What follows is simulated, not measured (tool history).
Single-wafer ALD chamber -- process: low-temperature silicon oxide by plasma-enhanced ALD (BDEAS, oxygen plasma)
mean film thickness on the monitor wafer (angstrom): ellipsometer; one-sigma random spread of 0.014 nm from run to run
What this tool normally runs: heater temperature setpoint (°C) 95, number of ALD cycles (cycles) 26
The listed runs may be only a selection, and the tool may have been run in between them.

run,hour,heater temperature setpoint (°C),number of ALD cycles (cycles),"read-back reference wafer on the same gauge, thickness_nm",mean film thickness on the monitor wafer (angstrom)
1,0,95,26,3.013,34.67
2,17.4,95,26,3.006,34.57
3,27.4,95,26,3.009,34.79
4,36.2,100,26,3.007,34.17
5,49.3,95,26,3.012,34.84
6,64.1,95,26,3.007,34.68
7,76.3,95,26,3.007,34.7
8,89.8,95,26,3.009,34.67
9,103.6,95,24,3.011,31.89
10,109.7,95,24,3.009,31.86
# hour 124.5: gauge calibrated
11,156.2,95,24,3.014,31.96
12,170.8,95,26,3.009,34.56
13,187.4,95,26,3.012,34.75
14,196.8,95,26,3.013,34.58
15,214.8,103,26,3.008,33.87
16,231.5,83,26,3.013,36.18
# hour 256.1: thermocouple changed; heater temperature recalibrated
17,256.6,100,22,3.014,28.76
18,260.2,95,26,3.012,34.45
19,267.6,102,25,3.009,32.68
20,277.3,109,26,3.01,33.45
21,286.4,82,22,3.012,30.67
22,298.9,104,26,3.011,33.74
23,310.4,82,23,3.013,32.07
24,327.2,106,28,3.007,36.08
25,341.9,95,26,3.012,34.83
26,354.1,95,28,3.003,37.37

Alternative continuations, all from the tool just after run 26; predict every row:
A,354.5,86,26,?,?
B,354.5,102,24,?,?
C,354.5,104,23,?,?

run,"read-back reference wafer on the same gauge, thickness_nm",mean film thickness on the monitor wafer (angstrom)
A,3.008,35.76
B,3.008,31.34
C,3.008,29.93
Without the tool's hidden state the same runs would have given:
run,mean film thickness on the monitor wafer (angstrom)
A,35.76
B,31.34
C,29.93
